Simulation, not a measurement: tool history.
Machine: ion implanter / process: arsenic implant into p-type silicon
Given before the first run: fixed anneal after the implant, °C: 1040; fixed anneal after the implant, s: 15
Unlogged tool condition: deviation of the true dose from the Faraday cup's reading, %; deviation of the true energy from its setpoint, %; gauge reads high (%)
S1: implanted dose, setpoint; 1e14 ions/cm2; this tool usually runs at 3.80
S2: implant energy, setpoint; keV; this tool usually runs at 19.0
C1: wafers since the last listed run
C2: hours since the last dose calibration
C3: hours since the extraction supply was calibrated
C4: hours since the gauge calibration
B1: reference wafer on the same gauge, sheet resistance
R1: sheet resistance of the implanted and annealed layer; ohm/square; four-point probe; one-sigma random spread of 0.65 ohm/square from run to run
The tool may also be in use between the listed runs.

run,hour,S1,S2,C1,C2,C3,C4,B1,R1
1,0.0,3.11,19.0,0,259.7,2284.9,500.4,216.94,303.08
2,35.1,3.11,19.0,1075,294.8,2320.0,535.5,217.14,301.19
3,55.9,4.38,19.0,637,315.6,2340.8,556.3,216.78,233.09
4,104.3,4.38,19.0,1483,364.0,2389.2,604.7,216.94,231.92
5,124.7,4.38,19.0,625,384.4,2409.6,625.1,216.93,230.79
6,145.5,3.80,24.0,637,405.2,2430.4,645.9,216.98,251.01
7,177.0,3.80,24.0,965,436.7,2461.9,677.4,217.20,250.61
8,204.1,3.80,19.0,830,463.8,2489.0,704.5,216.97,256.44
# hour 211.8: gauge calibrated
9,230.6,4.29,19.0,812,490.3,2515.5,18.8,217.18,234.35
10,257.9,3.80,19.0,836,517.6,2542.8,46.1,217.22,256.59
# hour 278.3: Faraday cup replaced and dose calibrated
11,293.4,3.80,19.0,842,15.1,2578.3,81.6,217.15,260.50
12,317.4,3.80,19.0,735,39.1,2602.3,105.6,217.18,259.63
13,342.7,4.38,19.0,775,64.4,2627.6,130.9,216.95,234.47
14,376.1,3.80,19.0,1023,97.8,2661.0,164.3,217.15,260.21
15,389.0,3.46,25.5,395,110.7,2673.9,177.2,217.06,268.38
16,402.4,4.94,16.0,410,124.1,2687.3,190.6,217.03,217.26
17,438.4,3.80,23.0,1103,160.1,2723.3,226.6,217.04,253.19
18,456.3,3.80,19.0,548,178.0,2741.2,244.5,216.82,260.20

Run 19, settings as shown, results not yet in. Your forecast:
# hour 490.2: extraction supply calibrated
19,490.7,4.60,19.0,808,212.4,0.5,278.9,?,?

For run 19 the tool returned B1 217.11, R1 224.60 ohm/square.
On a tool with no hidden condition, and with the same random variation, this run would have come out at R1 225.15 ohm/square.
